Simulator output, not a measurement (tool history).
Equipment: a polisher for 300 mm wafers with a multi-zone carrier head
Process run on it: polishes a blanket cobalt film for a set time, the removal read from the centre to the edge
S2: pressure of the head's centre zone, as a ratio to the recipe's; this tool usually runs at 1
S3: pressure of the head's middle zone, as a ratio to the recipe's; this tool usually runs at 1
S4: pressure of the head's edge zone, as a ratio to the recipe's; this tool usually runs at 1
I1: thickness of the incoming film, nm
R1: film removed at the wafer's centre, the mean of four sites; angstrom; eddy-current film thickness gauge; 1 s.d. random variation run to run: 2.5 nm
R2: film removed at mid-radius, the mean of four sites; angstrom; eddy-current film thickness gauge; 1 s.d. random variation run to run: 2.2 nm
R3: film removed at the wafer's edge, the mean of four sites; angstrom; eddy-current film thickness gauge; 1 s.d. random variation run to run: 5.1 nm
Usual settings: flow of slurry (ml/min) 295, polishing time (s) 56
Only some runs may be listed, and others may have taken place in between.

Run 1, hour 0: usual settings but S2 1.07; I1 1255.9. Result: R1 4062 angstrom, R2 3434 angstrom, R3 3460 angstrom.
At hour 34.7: centre zone pressure recalibrated.
Run 2, hour 52.8: usual settings but S2 1.07; I1 1228.4. Result: R1 3757 angstrom, R2 3435 angstrom, R3 3585 angstrom.
Run 3, hour 89.5: usual settings but S2 1.07; I1 1261.3. Result: R1 3733 angstrom, R2 3430 angstrom, R3 3551 angstrom.
At hour 95.5: worn pad replaced by a new one, of another model than before.
Run 4, hour 116.3: usual settings but S2 1.03, polishing time (s) 70; I1 1246.4. Result: R1 4549 angstrom, R2 4302 angstrom, R3 4440 angstrom.
Run 5, hour 151: usual settings but S2 1.03, polishing time (s) 70; I1 1224. Result: R1 4515 angstrom, R2 4272 angstrom, R3 4441 angstrom.
Run 6, hour 175.6: usual settings but S2 0.95, polishing time (s) 61; I1 1259.9. Result: R1 3718 angstrom, R2 3734 angstrom, R3 3868 angstrom.
At hour 199.3: slurry nozzle cleaned.
Run 7, hour 232.4: usual settings but S2 0.95, polishing time (s) 61; I1 1238.6. Result: R1 3734 angstrom, R2 3690 angstrom, R3 3870 angstrom.
Run 8, hour 281: usual settings but S2 0.95, polishing time (s) 61; I1 1267.9. Result: R1 3761 angstrom, R2 3753 angstrom, R3 3862 angstrom.
Run 9, hour 310.6: usual settings; I1 1222.3. Result: R1 3583 angstrom, R2 3418 angstrom, R3 3461 angstrom.
At hour 354.2: worn pad replaced by a new one.
Run 10, hour 356.8: usual settings but flow of slurry (ml/min) 250, S3 0.95, S4 0.9, polishing time (s) 69; I1 1242.9. Result: R1 4381 angstrom, R2 4015 angstrom, R3 4118 angstrom.
Run 11, hour 382.9: usual settings but flow of slurry (ml/min) 350, S4 0.91; I1 1264.8. Result: R1 3716 angstrom, R2 3437 angstrom, R3 3452 angstrom.
Run 12, hour 423.3: usual settings but flow of slurry (ml/min) 395, S3 0.95, S4 1.08; I1 1235.6. Result: R1 3731 angstrom, R2 3398 angstrom, R3 3734 angstrom.
At hour 434: slurry nozzle cleaned.
Run 13, hour 453.3: usual settings; I1 1245.1. Result: R1 3686 angstrom, R2 3477 angstrom, R3 3515 angstrom.
At hour 467.1: carrier head's membrane replaced by a new one.
Run 14, hour 500.8: usual settings; I1 1265.3. Result: R1 3649 angstrom, R2 3406 angstrom, R3 3518 angstrom.
Run 15, hour 524.8: usual settings but flow of slurry (ml/min) 250, S4 0.94; I1 1248.1. Result: R1 3627 angstrom, R2 3410 angstrom, R3 3435 angstrom.
At hour 567.1: edge zone pressure recalibrated.
Run 16, hour 569.1: usual settings but S2 1.04, polishing time (s) 67; I1 1256.7. Result: R1 4609 angstrom, R2 4085 angstrom, R3 4271 angstrom.
At hour 620.1: worn pad replaced by a new one.
Run 17, hour 628.5: usual settings but S2 1.03, polishing time (s) 70; I1 1258.8. Result: R1 4808 angstrom, R2 4298 angstrom, R3 4372 angstrom.
At hour 650: slurry nozzle cleaned.
Run 18, hour 677.4: usual settings but S2 0.92, S3 0.95, S4 1.04; I1 1253.9. Result: R1 3470 angstrom, R2 3275 angstrom, R3 3615 angstrom.
Run 19, hour 736.8: usual settings but S2 0.94, polishing time (s) 40; I1 1239.9. Result: R1 2591 angstrom, R2 2463 angstrom, R3 2526 angstrom.
Run 20, hour 783.7: usual settings but flow of slurry (ml/min) 210, S2 0.89, S4 1.08, polishing time (s) 62; I1 1268.7. Result: R1 3680 angstrom, R2 3696 angstrom, R3 3941 angstrom.
Run 21, hour 842.5: usual settings but S2 0.9, S4 1.07; I1 1248.4. Result: R1 3458 angstrom, R2 3452 angstrom, R3 3645 angstrom.

Consider 5 possible next runs. They are alternatives, not a sequence: every one starts from the tool as it was left by run 21. What does each give?
Run A, hour 842.9: usual settings; I1 1274. Result: R1 ?, R2 ?, R3 ?.
Run B, hour 842.9: usual settings but S2 0.97; I1 1274. Result: R1 ?, R2 ?, R3 ?.
Run C, hour 842.9: usual settings but flow of slurry (ml/min) 200, S2 1.1, S3 1.08, S4 1.09; I1 1274. Result: R1 ?, R2 ?, R3 ?.
Run D, hour 842.9: usual settings but flow of slurry (ml/min) 210, S3 0.95; I1 1274. Result: R1 ?, R2 ?, R3 ?.
Run E, hour 842.9: usual settings but flow of slurry (ml/min) 350, S4 1.04; I1 1274. Result: R1 ?, R2 ?, R3 ?.

run    R1    R2    R3
  A  3779  3426  3695
  B  3675  3427  3695
  C  3973  3478  3754
  D  3656  3220  3615
  E  3834  3471  3804
The same runs, with their run-to-run variation unchanged, on a tool lacking any hidden condition would have given:
run    R1    R2    R3
  A  3464  3428  3695
  B  3368  3428  3695
  C  3645  3480  3754
  D  3351  3221  3615
  E  3514  3472  3804
